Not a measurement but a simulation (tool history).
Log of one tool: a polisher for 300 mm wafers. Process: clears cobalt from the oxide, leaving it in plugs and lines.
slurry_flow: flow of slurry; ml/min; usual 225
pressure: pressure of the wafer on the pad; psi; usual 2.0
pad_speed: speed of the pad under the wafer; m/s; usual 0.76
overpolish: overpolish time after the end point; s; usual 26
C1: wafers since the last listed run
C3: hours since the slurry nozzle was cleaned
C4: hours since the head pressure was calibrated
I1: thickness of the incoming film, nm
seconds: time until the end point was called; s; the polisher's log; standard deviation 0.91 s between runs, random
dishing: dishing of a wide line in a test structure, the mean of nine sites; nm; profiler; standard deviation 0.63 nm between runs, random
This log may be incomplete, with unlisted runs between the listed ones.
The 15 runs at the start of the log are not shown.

{"run": 16, "hour": 1239.0, "slurry_flow": 280, "pressure": 1.7, "pad_speed": 0.9, "overpolish": 15, "C1": 798, "wafers polished on this pad": 4215, "C3": 209.7, "C4": 1392.2, "I1": 230.0, "seconds": 67.1, "dishing": 27.7}
{"hour": 1251.8, "done": "head pressure recalibrated"}
{"run": 17, "hour": 1309.5, "slurry_flow": 270, "pressure": 2.4, "pad_speed": 0.68, "overpolish": 26, "C1": 656, "wafers polished on this pad": 4872, "C3": 280.2, "C4": 57.7, "I1": 232.3, "seconds": 56.9, "dishing": 37.3}
{"run": 18, "hour": 1406.3, "slurry_flow": 225, "pressure": 1.7, "pad_speed": 0.76, "overpolish": 26, "C1": 927, "wafers polished on this pad": 5800, "C3": 377.0, "C4": 154.5, "I1": 231.2, "seconds": 74.4, "dishing": 33.6}
{"hour": 1635.8, "done": "worn pad replaced by a new one"}
{"run": 19, "hour": 1708.1, "slurry_flow": 225, "pressure": 2.0, "pad_speed": 0.76, "overpolish": 26, "C1": 2854, "wafers polished on this pad": 692, "C3": 678.8, "C4": 456.3, "I1": 228.9, "seconds": 67.5, "dishing": 36.4}
{"run": 20, "hour": 1796.6, "slurry_flow": 295, "pressure": 2.0, "pad_speed": 0.76, "overpolish": 26, "C1": 848, "wafers polished on this pad": 1541, "C3": 767.3, "C4": 544.8, "I1": 230.3, "seconds": 63.8, "dishing": 34.9}
{"hour": 1833.6, "done": "slurry nozzle cleaned"}
{"run": 21, "hour": 1903.2, "slurry_flow": 225, "pressure": 2.0, "pad_speed": 0.76, "overpolish": 38, "C1": 1012, "wafers polished on this pad": 2553, "C3": 69.6, "C4": 651.4, "I1": 228.4, "seconds": 64.2, "dishing": 39.4}
{"run": 22, "hour": 2001.7, "slurry_flow": 225, "pressure": 2.0, "pad_speed": 0.68, "overpolish": 26, "C1": 944, "wafers polished on this pad": 3497, "C3": 168.1, "C4": 749.9, "I1": 232.9, "seconds": 73.1, "dishing": 34.4}
{"run": 23, "hour": 2101.6, "slurry_flow": 225, "pressure": 2.0, "pad_speed": 0.68, "overpolish": 33, "C1": 957, "wafers polished on this pad": 4455, "C3": 268.0, "C4": 849.8, "I1": 230.9, "seconds": 70.9, "dishing": 37.6}
{"run": 24, "hour": 2146.5, "slurry_flow": 225, "pressure": 2.0, "pad_speed": 0.76, "overpolish": 26, "C1": 430, "wafers polished on this pad": 4885, "C3": 312.9, "C4": 894.7, "I1": 229.1, "seconds": 63.4, "dishing": 35.9}
{"run": 25, "hour": 2207.8, "slurry_flow": 225, "pressure": 1.7, "pad_speed": 0.76, "overpolish": 37, "C1": 587, "wafers polished on this pad": 5473, "C3": 374.2, "C4": 956.0, "I1": 226.4, "seconds": 76.6, "dishing": 37.8}
{"run": 26, "hour": 2247.7, "slurry_flow": 300, "pressure": 1.7, "pad_speed": 0.94, "overpolish": 26, "C1": 382, "wafers polished on this pad": 5855, "C3": 414.1, "C4": 995.9, "I1": 225.5, "seconds": 63.0, "dishing": 35.9}
{"run": 27, "hour": 2337.9, "slurry_flow": 225, "pressure": 2.0, "pad_speed": 0.68, "overpolish": 26, "C1": 864, "wafers polished on this pad": 6720, "C3": 504.3, "C4": 1086.1, "I1": 231.7, "seconds": 72.6, "dishing": 34.9}
{"run": 28, "hour": 2442.8, "slurry_flow": 295, "pressure": 1.4, "pad_speed": 0.76, "overpolish": 21, "C1": 1005, "wafers polished on this pad": 7725, "C3": 609.2, "C4": 1191.0, "I1": 226.6, "seconds": 88.9, "dishing": 27.8}
{"hour": 2448.8, "done": "worn pad replaced by a new one"}
{"run": 29, "hour": 2518.2, "slurry_flow": 225, "pressure": 2.0, "pad_speed": 1.0, "overpolish": 26, "C1": 684, "wafers polished on this pad": 664, "C3": 684.6, "C4": 1266.4, "I1": 227.2, "seconds": 52.0, "dishing": 38.2}
{"run": 30, "hour": 2573.4, "slurry_flow": 225, "pressure": 2.4, "pad_speed": 0.76, "overpolish": 26, "C1": 529, "wafers polished on this pad": 1193, "C3": 739.8, "C4": 1321.6, "I1": 229.0, "seconds": 54.4, "dishing": 37.4}
{"run": 31, "hour": 2638.3, "slurry_flow": 200, "pressure": 1.8, "pad_speed": 0.96, "overpolish": 20, "C1": 622, "wafers polished on this pad": 1815, "C3": 804.7, "C4": 1386.5, "I1": 234.6, "seconds": 64.7, "dishing": 33.2}
{"hour": 2687.4, "done": "slurry nozzle cleaned"}
{"run": 32, "hour": 2696.9, "slurry_flow": 225, "pressure": 2.0, "pad_speed": 0.76, "overpolish": 26, "C1": 552, "wafers polished on this pad": 2368, "C3": 9.5, "C4": 1445.1, "I1": 228.6, "seconds": 65.5, "dishing": 37.0}
{"run": 33, "hour": 2747.0, "slurry_flow": 225, "pressure": 1.6, "pad_speed": 0.76, "overpolish": 26, "C1": 480, "wafers polished on this pad": 2848, "C3": 59.6, "C4": 1495.2, "I1": 227.9, "seconds": 82.4, "dishing": 33.4}

Forecast each of these 5 alternatives for the next run:
{"run": "A", "hour": 2747.4, "slurry_flow": 255, "pressure": 2.0, "pad_speed": 0.76, "overpolish": 26, "C1": 3, "wafers polished on this pad": 2852, "C3": 60.0, "C4": 1495.6, "I1": 229.1, "seconds": "?", "dishing": "?"}
{"run": "B", "hour": 2747.4, "slurry_flow": 265, "pressure": 2.0, "pad_speed": 0.76, "overpolish": 19, "C1": 3, "wafers polished on this pad": 2852, "C3": 60.0, "C4": 1495.6, "I1": 229.1, "seconds": "?", "dishing": "?"}
{"run": "C", "hour": 2747.4, "slurry_flow": 190, "pressure": 1.6, "pad_speed": 0.76, "overpolish": 39, "C1": 3, "wafers polished on this pad": 2852, "C3": 60.0, "C4": 1495.6, "I1": 229.1, "seconds": "?", "dishing": "?"}
{"run": "D", "hour": 2747.4, "slurry_flow": 225, "pressure": 1.6, "pad_speed": 0.76, "overpolish": 31, "C1": 3, "wafers polished on this pad": 2852, "C3": 60.0, "C4": 1495.6, "I1": 229.1, "seconds": "?", "dishing": "?"}
{"run": "E", "hour": 2747.4, "slurry_flow": 155, "pressure": 2.0, "pad_speed": 0.58, "overpolish": 35, "C1": 3, "wafers polished on this pad": 2852, "C3": 60.0, "C4": 1495.6, "I1": 229.1, "seconds": "?", "dishing": "?"}

run=A seconds=63.9 dishing=36.6
run=B seconds=63.7 dishing=32.6
run=C seconds=82.5 dishing=38.3
run=D seconds=80.9 dishing=36.1
run=E seconds=81.6 dishing=37.3
Without the tool's hidden state the same runs would have given:
run=A seconds=63.9 dishing=36.6
run=B seconds=63.6 dishing=32.6
run=C seconds=82.5 dishing=38.3
run=D seconds=80.9 dishing=36.1
run=E seconds=81.6 dishing=37.3

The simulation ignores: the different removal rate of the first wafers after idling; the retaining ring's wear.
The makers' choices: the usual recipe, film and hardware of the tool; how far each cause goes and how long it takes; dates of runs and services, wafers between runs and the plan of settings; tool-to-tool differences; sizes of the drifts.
